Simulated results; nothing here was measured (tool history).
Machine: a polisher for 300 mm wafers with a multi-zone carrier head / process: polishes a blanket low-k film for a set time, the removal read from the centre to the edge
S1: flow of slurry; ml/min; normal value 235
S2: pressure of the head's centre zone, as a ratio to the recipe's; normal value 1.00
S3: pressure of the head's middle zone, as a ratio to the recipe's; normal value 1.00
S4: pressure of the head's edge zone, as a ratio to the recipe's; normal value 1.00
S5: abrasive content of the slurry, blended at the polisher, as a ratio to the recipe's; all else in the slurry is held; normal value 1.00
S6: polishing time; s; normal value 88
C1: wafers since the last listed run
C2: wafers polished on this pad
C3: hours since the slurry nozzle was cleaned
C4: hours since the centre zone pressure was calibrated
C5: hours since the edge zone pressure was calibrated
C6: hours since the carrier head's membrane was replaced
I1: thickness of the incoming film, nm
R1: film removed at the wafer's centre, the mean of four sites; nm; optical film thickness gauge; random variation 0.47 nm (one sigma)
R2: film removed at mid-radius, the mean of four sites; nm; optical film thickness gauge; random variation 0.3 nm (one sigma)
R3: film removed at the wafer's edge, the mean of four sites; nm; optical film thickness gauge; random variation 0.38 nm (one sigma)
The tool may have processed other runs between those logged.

| run | day | S1 | S2 | S3 | S4 | S5 | S6 | C1 | C2 | C3 | C4 | C5 | C6 | I1 | R1 | R2 | R3 |
|---|---|---|---|---|---|---|---|---|---|---|---|---|---|---|---|---|---|
| 1 | 0.000 | 235 | 1.00 | 1.00 | 1.00 | 1.00 | 88 | 0 | 411 | 547.5 | 186.9 | 157.7 | 521.5 | 433.6 | 31.4 | 30.3 | 30.9 |
| 2 | 1.154 | 235 | 1.00 | 0.91 | 1.04 | 1.00 | 118 | 302 | 714 | 575.2 | 214.6 | 185.4 | 549.2 | 437.9 | 42.6 | 37.4 | 41.8 |
| 3 | 1.808 | 235 | 1.00 | 1.00 | 1.00 | 1.00 | 88 | 171 | 885 | 590.9 | 230.3 | 201.1 | 564.9 | 440.2 | 30.6 | 30.2 | 30.6 |
| 4 | 2.900 | 170 | 1.05 | 1.00 | 0.93 | 1.00 | 88 | 285 | 1171 | 617.1 | 256.5 | 227.3 | 591.1 | 436.6 | 30.6 | 28.2 | 28.3 |
| 5 | 4.992 | 235 | 1.00 | 1.00 | 1.00 | 1.00 | 88 | 547 | 1719 | 667.3 | 306.7 | 277.5 | 641.3 | 435.9 | 30.9 | 30.0 | 30.3 |
| 6 | 6.096 | 235 | 1.09 | 0.89 | 1.07 | 1.00 | 88 | 289 | 2008 | 693.8 | 333.2 | 304.0 | 667.8 | 436.5 | 34.1 | 27.0 | 31.3 |
| 7 | 6.875 | 235 | 1.00 | 1.11 | 1.00 | 1.00 | 88 | 204 | 2213 | 712.5 | 351.9 | 322.7 | 686.5 | 445.1 | 31.1 | 31.8 | 30.5 |
|  | 7.633 | worn pad replaced by a new one |
| 8 | 7.704 | 235 | 1.00 | 1.00 | 1.00 | 0.90 | 88 | 173 | 18 | 732.4 | 371.8 | 342.6 | 706.4 | 434.6 | 27.8 | 27.5 | 28.1 |
|  | 7.842 | slurry nozzle cleaned |
| 9 | 8.879 | 235 | 1.00 | 1.06 | 1.04 | 1.00 | 88 | 296 | 315 | 24.9 | 400.0 | 370.8 | 734.6 | 442.8 | 33.7 | 33.2 | 32.1 |
|  | 9.721 | centre zone pressure recalibrated |
| 10 | 10.000 | 310 | 1.08 | 1.00 | 1.00 | 1.00 | 88 | 271 | 587 | 51.8 | 6.7 | 397.7 | 761.5 | 438.2 | 37.7 | 32.6 | 32.8 |
|  | 10.854 | carrier head's membrane replaced by a new one |
| 11 | 10.875 | 290 | 1.00 | 1.00 | 1.00 | 0.75 | 88 | 174 | 762 | 72.8 | 27.7 | 418.7 | 0.5 | 439.4 | 29.7 | 28.0 | 28.4 |

Predict the results of run 12:
| 12 | 11.992 | 235 | 1.00 | 1.00 | 1.00 | 1.00 | 88 | 292 | 1054 | 99.6 | 54.5 | 445.5 | 27.3 | 439.3 | ? | ? | ? |

R1: 32.6 nm
R2: 31.7 nm
R3: 31.9 nm
If the tool had no hidden condition, the same run with the same run-to-run variation would have returned R1 32.8 nm, R2 31.8 nm, R3 32.0 nm.
